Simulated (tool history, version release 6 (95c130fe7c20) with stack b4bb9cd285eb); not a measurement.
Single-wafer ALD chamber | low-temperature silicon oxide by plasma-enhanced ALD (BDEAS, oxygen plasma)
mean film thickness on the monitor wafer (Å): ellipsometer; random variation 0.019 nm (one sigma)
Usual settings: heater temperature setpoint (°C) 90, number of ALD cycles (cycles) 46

run   hour  heater temperature setpoint (°C)  number of ALD cycles (cycles)  wafers since the last listed run  hours since the last thermocouple change  hours since the gauge calibration  read-back reference wafer on the same gauge, thickness_nm  mean film thickness on the monitor wafer (Å)
  1    0.0                                90                             46                                 0                                    1680.4                               31.3                                                      8.690                                         75.85
  2   17.3                                90                             46                               143                                    1697.7                               48.6                                                      8.694                                         76.34
  3   31.3                                90                             46                               116                                    1711.7                               62.6                                                      8.686                                         76.03
  4   64.8                                90                             51                               277                                    1745.2                               96.1                                                      8.687                                         84.54
  5   99.6                                98                             46                               288                                    1780.0                              130.9                                                      8.691                                         74.32
  6  125.8                                90                             46                               217                                    1806.2                              157.1                                                      8.696                                         76.19
  7  137.9                                90                             46                               100                                    1818.3                              169.2                                                      8.686                                         75.87
  8  163.8                                90                             46                               214                                    1844.2                              195.1                                                      8.699                                         76.06
  9  191.4                                90                             46                               228                                    1871.8                              222.7                                                      8.689                                         76.09
 10  205.5                                90                             46                               116                                    1885.9                              236.8                                                      8.696                                         75.85
 11  218.6                                90                             46                               108                                    1899.0                              249.9                                                      8.682                                         76.04
 12  248.2                                90                             46                               245                                    1928.6                              279.5                                                      8.687                                         75.68
 13  282.2                                90                             46                               281                                    1962.6                              313.5                                                      8.695                                         76.22
 14  296.5                                90                             46                               118                                    1976.9                              327.8                                                      8.690                                         76.48
 15  312.8                                90                             46                               135                                    1993.2                              344.1                                                      8.696                                         76.00
 16  326.0                                90                             46                               109                                    2006.4                              357.3                                                      8.688                                         76.02
 17  415.7                                90                             40                               743                                    2096.1                              447.0                                                      8.690                                         66.16
 18  436.1                                90                             40                               169                                    2116.5                              467.4                                                      8.691                                         66.22
 19  465.6                                90                             40                               244                                    2146.0                              496.9                                                      8.690                                         66.15
 20  501.6                                90                             52                               298                                    2182.0                              532.9                                                      8.685                                         85.68
     525.0  -- thermocouple changed; heater temperature recalibrated
 21  527.5                                90                             52                               148                                       2.5                              558.8                                                      8.684                                         88.16
 22  545.0                                90                             46                               145                                      20.0                              576.3                                                      8.684                                         77.56
 23  575.3                                77                             38                               251                                      50.3                              606.6                                                      8.688                                         66.67
     585.7  -- gauge calibrated
 24  599.7                               104                             51                               202                                      74.7                               14.0                                                      8.693                                         82.65
 25  624.1                                99                             51                               202                                      99.1                               38.4                                                      8.692                                         83.03
 26  644.4                                90                             39                               168                                     119.4                               58.7                                                      8.697                                         65.89
 27  658.2                                90                             46                               114                                     133.2                               72.5                                                      8.684                                         77.21
 28  686.2                                90                             46                               232                                     161.2                              100.5                                                      8.696                                         77.16
 29  717.7                                80                             51                               261                                     192.7                              132.0                                                      8.687                                         88.48
 30  743.6                               100                             38                               214                                     218.6                              157.9                                                      8.691                                         61.66
 31  779.3                                95                             46                               295                                     254.3                              193.6                                                      8.693                                         75.87
 32  806.4                               105                             42                               224                                     281.4                              220.7                                                      8.681                                         68.01
 33  820.9                                90                             46                               120                                     295.9                              235.2                                                      8.691                                         77.07
 34  853.7                                83                             43                               271                                     328.7                              268.0                                                      8.686                                         73.63
 35  866.9                                99                             51                               109                                     341.9                              281.2                                                      8.687                                         83.52
 36  892.9                                99                             51                               215                                     367.9                              307.2                                                      8.691                                         83.15
 37  912.9                                80                             37                               165                                     387.9                              327.2                                                      8.689                                         63.91
 38  937.9                               105                             41                               207                                     412.9                              352.2                                                      8.683                                         65.81
 39  972.3                                86                             37                               285                                     447.3                              386.6                                                      8.694                                         62.73
 40  985.2                                96                             41                               106                                     460.2                              399.5                                                      8.686                                         67.06

Run 41 comes next. What will it give?
 41  1001.3                                97                             53                               133                                     476.3                              415.6                                                          ?                                             ?

Run 41 gave read-back reference wafer on the same gauge, thickness_nm 8.687, mean film thickness on the monitor wafer (Å) 86.54.
Without the tool's hidden state the same run would have given mean film thickness on the monitor wafer (Å) 87.34.

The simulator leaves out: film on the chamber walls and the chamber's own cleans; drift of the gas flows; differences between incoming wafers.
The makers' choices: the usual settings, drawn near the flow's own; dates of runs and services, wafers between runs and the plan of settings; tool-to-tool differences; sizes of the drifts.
